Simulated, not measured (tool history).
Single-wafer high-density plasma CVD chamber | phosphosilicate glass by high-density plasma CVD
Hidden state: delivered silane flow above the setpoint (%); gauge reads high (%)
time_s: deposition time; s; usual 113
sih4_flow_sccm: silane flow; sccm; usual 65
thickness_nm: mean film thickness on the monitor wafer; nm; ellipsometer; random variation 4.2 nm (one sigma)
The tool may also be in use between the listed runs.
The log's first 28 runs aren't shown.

run     day  time_s  sih4_flow_sccm  wafers since the last listed run  hours since the silane flow controller was replaced  hours since the gauge calibration  read-back reference wafer on the same gauge, thickness_nm  thickness_nm
 29  66.450     113              65                               735                                                265.4                              918.1                                                    854.877       722.155
 30  68.825     113              65                               589                                                322.4                              975.1                                                    854.577       723.858
 31  70.667     103              77                               457                                                366.6                             1019.3                                                    855.281       719.472
 32  73.308      98              60                               656                                                430.0                             1082.7                                                    854.227       596.161
 33  74.325     113              65                               252                                                454.4                             1107.1                                                    854.653       718.523
 34  76.292     113              65                               488                                                501.6                             1154.3                                                    854.224       715.229
 35  78.404     102              73                               524                                                552.3                             1205.0                                                    855.164       694.007
 36  79.912     113              65                               374                                                588.5                             1241.2                                                    854.762       713.916
 37  82.429     107              53                               625                                                648.9                             1301.6                                                    855.372       597.734
 38  84.650     103              76                               551                                                702.2                             1354.9                                                    855.472       715.808
 39  85.988     113              65                               332                                                734.3                             1387.0                                                    857.061       713.228
 40  88.196     113              65                               548                                                787.3                             1440.0                                                    855.886       717.110

Forecast each of these 5 alternatives for the next run:
  A  88.212     125              65                                 4                                                787.7                             1440.4                                                          ?             ?
  B  88.212     123              58                                 4                                                787.7                             1440.4                                                          ?             ?
  C  88.212     107              77                                 4                                                787.7                             1440.4                                                          ?             ?
  D  88.212     124              72                                 4                                                787.7                             1440.4                                                          ?             ?
  E  88.212     113              76                                 4                                                787.7                             1440.4                                                          ?             ?

run  read-back reference wafer on the same gauge, thickness_nm  thickness_nm
  A                                                    855.595       794.962
  B                                                    855.595       731.682
  C                                                    855.595       755.888
  D                                                    855.595       839.574
  E                                                    855.595       791.638
Without the tool's hidden state the same runs would have given:
run  thickness_nm
  A       809.845
  B       745.381
  C       770.039
  D       855.292
  E       806.459

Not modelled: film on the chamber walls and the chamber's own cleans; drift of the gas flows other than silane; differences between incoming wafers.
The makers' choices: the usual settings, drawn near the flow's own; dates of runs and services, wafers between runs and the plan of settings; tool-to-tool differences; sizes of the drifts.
